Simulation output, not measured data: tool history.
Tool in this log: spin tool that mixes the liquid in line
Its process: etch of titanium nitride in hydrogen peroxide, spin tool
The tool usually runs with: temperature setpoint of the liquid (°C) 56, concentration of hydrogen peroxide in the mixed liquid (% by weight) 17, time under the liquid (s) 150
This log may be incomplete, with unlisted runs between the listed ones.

run   hour  temperature setpoint of the liquid (°C)  concentration of hydrogen peroxide in the mixed liquid (% by weight)  time under the liquid (s)  read-back film thickness of the titanium nitride reference wafer, read on the same gauge (nm)  thickness taken off the titanium nitride on a monitor wafer (Å)
  1      0                                       56                                                                    17                        150                                                                                          40.03                                                            207.9
  2   14.5                                       56                                                                    17                        150                                                                                          40.01                                                            203.6
      43.7  -- peroxide flow meter replaced
  3   44.2                                       61                                                                    17                         90                                                                                             40                                                              173
      49.6  -- heated supply line repaired
  4   63.6                                       61                                                                    17                         90                                                                                          39.97                                                            174.4
  5   84.5                                       56                                                                    17                        150                                                                                          39.99                                                            204.6
  6  108.4                                       56                                                                    17                        150                                                                                          39.99                                                            206.8
     118.4  -- new drum of peroxide connected
  7  123.8                                       56                                                                    17                        150                                                                                          40.03                                                            206.8
  8  224.8                                       56                                                                    14                        150                                                                                          39.98                                                            198.4
     225.7  -- gauge calibrated
  9    254                                       56                                                                    14                        150                                                                                          40.01                                                            199.6
 10  271.4                                       56                                                                    17                        150                                                                                          39.96                                                            205.5
 11  303.1                                       63                                                                  20.5                        150                                                                                          40.02                                                            348.3
 12  337.3                                       50                                                                  12.5                        225                                                                                          40.01                                                              195
 13  354.7                                       61                                                                    17                        220                                                                                             40                                                            433.9
 14  388.4                                       56                                                                    17                        205                                                                                          39.99                                                            285.9
 15  406.7                                       47                                                                    21                        215                                                                                          40.05                                                              170
 16  428.1                                       50                                                                  12.5                        225                                                                                             40                                                            194.4
 17  459.5                                       56                                                                    17                         90                                                                                             40                                                            125.3
       464  -- thermometer replaced
 18    488                                       47                                                                    21                        215                                                                                          39.95                                                            145.6
 19  514.4                                       65                                                                    21                        125                                                                                          39.99                                                            289.2
 20  545.7                                       56                                                                    17                        150                                                                                          39.99                                                            182.1
 21  563.4                                       62                                                                  21.5                        150                                                                                          39.99                                                            287.9
 22  590.3                                       56                                                                    17                        150                                                                                          40.01                                                            181.8
 23  622.1                                     49.5                                                                    17                        150                                                                                          40.05                                                            116.9
 24  656.9                                       47                                                                    21                        215                                                                                          39.96                                                              145

Branching from run 24: 5 alternative next runs. What would each branch give?
  A  657.4                                       56                                                                    17                        150                                                                                              ?                                                                ?
  B  657.4                                       56                                                                    20                        195                                                                                              ?                                                                ?
  C  657.4                                     64.5                                                                    14                        105                                                                                              ?                                                                ?
  D  657.4                                       56                                                                    15                        150                                                                                              ?                                                                ?
  E  657.4                                       56                                                                  20.5                        215                                                                                              ?                                                                ?

run  read-back film thickness of the titanium nitride reference wafer, read on the same gauge (nm)  thickness taken off the titanium nitride on a monitor wafer (Å)
  A                                                                                          39.96                                                            185.6
  B                                                                                          39.96                                                            249.8
  C                                                                                          39.96                                                            221.8
  D                                                                                          39.96                                                            180.8
  E                                                                                          39.96                                                            276.9
Without the tool's unlogged condition, the same runs would have read:
run  thickness taken off the titanium nitride on a monitor wafer (Å)
  A                                                            181.3
  B                                                            243.9
  C                                                            216.9
  D                                                            176.5
  E                                                            270.4
